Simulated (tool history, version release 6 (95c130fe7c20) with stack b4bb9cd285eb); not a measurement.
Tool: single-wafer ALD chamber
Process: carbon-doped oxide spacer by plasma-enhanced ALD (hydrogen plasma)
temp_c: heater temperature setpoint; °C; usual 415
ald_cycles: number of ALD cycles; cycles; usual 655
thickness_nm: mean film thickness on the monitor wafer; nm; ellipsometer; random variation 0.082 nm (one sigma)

run    day  temp_c  ald_cycles  wafers since the last listed run  hours since the last thermocouple change  hours since the gauge calibration  read-back reference wafer on the same gauge, thickness_nm  thickness_nm
  1      0     415         655                                 0                                    2247.5                              124.1                                                     32.695        32.691
  2  0.567     415         655                                10                                    2261.1                              137.7                                                     32.679         32.77
  3   1.15     415         655                                10                                    2275.1                              151.7                                                     32.675        32.735
  4  1.929     415         655                                13                                    2293.8                              170.4                                                     32.729        32.633
  5  2.371     415         655                                 7                                    2304.4                                181                                                     32.702          32.9
  6  3.042     415         655                                12                                    2320.5                              197.1                                                     32.688        32.797
     3.112  -- gauge calibrated
  7  3.658     415         655                                11                                    2335.3                               13.1                                                     32.724         32.71
  8   3.95     415         655                                 5                                    2342.3                               20.1                                                     32.719        32.803
  9  4.212     415         627                                 4                                    2348.6                               26.4                                                     32.691        31.375
 10  4.717     429         564                                 9                                    2360.7                               38.5                                                     32.695        26.771
 11  5.104     427         748                                 6                                      2370                               47.8                                                     32.678        35.862
 12  5.567     415         570                                 8                                    2381.1                               58.9                                                     32.707        28.628
 13  5.921     421         621                                 6                                    2389.6                               67.4                                                     32.689        30.479
     6.633  -- thermocouple changed; heater temperature recalibrated
 14    6.8     415         530                                 9                                         4                               88.5                                                      32.69        26.549
 15  7.167     415         655                                 6                                      12.8                               97.3                                                      32.72        32.809
 16  7.588     427         766                                 7                                      22.9                              107.4                                                     32.693        36.804
 17  8.279     415         598                                12                                      39.5                                124                                                     32.708        29.855
 18  8.758     427         748                                 8                                        51                              135.5                                                     32.689        35.818
 19  9.079     424         725                                 5                                      58.7                              143.2                                                     32.653        35.183

4 ways to go on from here, each from the tool as it stands after run 19. What would each give?
  A  9.138     415         655                                 1                                      60.1                              144.6                                                          ?             ?
  B  9.138     409         546                                 1                                      60.1                              144.6                                                          ?             ?
  C  9.138     423         745                                 1                                      60.1                              144.6                                                          ?             ?
  D  9.138     409         574                                 1                                      60.1                              144.6                                                          ?             ?

run  read-back reference wafer on the same gauge, thickness_nm  thickness_nm
  A                                                     32.681        32.738
  B                                                     32.681        27.876
  C                                                     32.681         36.17
  D                                                     32.681        29.306
Without the tool's hidden state the same runs would have given:
run  thickness_nm
  A        32.738
  B        27.876
  C         36.17
  D        29.306
